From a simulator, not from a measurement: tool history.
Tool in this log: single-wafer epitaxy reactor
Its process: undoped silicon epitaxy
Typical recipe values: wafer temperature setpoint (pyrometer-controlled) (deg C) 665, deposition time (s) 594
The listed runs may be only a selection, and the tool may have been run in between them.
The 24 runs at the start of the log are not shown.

run,hour,wafer temperature setpoint (pyrometer-controlled) (deg C),deposition time (s),"read-back reference wafer on the same gauge, thickness_nm",mean film thickness on the monitor wafer (nm)
25,268.4,665,594,182.033,164.919
26,282.2,678,513,182.092,191.884
27,289.2,672,629,181.917,205.934
28,296.6,651,706,181.877,139.516
29,305.5,665,678,182.037,188.624
30,320.8,661,477,182.095,121.244
31,330.1,658,533,182.158,125.364
32,343.6,672,499,181.935,163.672
33,361.2,665,632,181.922,176.950
34,376.1,675,707,181.945,247.130
35,388.0,665,594,181.719,165.373
36,395.8,678,707,182.089,268.113
37,413.7,654,547,182.116,116.734
38,423.2,655,682,181.932,149.287
39,431.8,652,594,181.949,120.902
# hour 448.4: pyrometer calibrated
40,448.9,665,594,181.846,154.378
41,460.0,665,685,182.234,177.478
42,472.9,673,548,182.079,172.161
43,490.3,665,594,182.062,155.968
# hour 504.3: gauge calibrated
44,542.5,665,524,182.186,136.839
45,551.7,680,488,182.013,183.843
46,595.8,665,594,182.068,158.501

Here are 5 independent what-if runs from the current tool condition. What would each one return?
A,596.4,665,594,?,?
B,596.4,658,594,?,?
C,596.4,656,522,?,?
D,596.4,652,629,?,?
E,596.4,659,547,?,?

run,"read-back reference wafer on the same gauge, thickness_nm",mean film thickness on the monitor wafer (nm)
A,182.147,157.819
B,182.147,133.364
C,182.147,111.635
D,182.147,121.963
E,182.147,125.823
The same runs, with their run-to-run variation unchanged, on a tool lacking any hidden condition would have given:
run,mean film thickness on the monitor wafer (nm)
A,154.775
B,130.748
C,109.435
D,119.536
E,123.361

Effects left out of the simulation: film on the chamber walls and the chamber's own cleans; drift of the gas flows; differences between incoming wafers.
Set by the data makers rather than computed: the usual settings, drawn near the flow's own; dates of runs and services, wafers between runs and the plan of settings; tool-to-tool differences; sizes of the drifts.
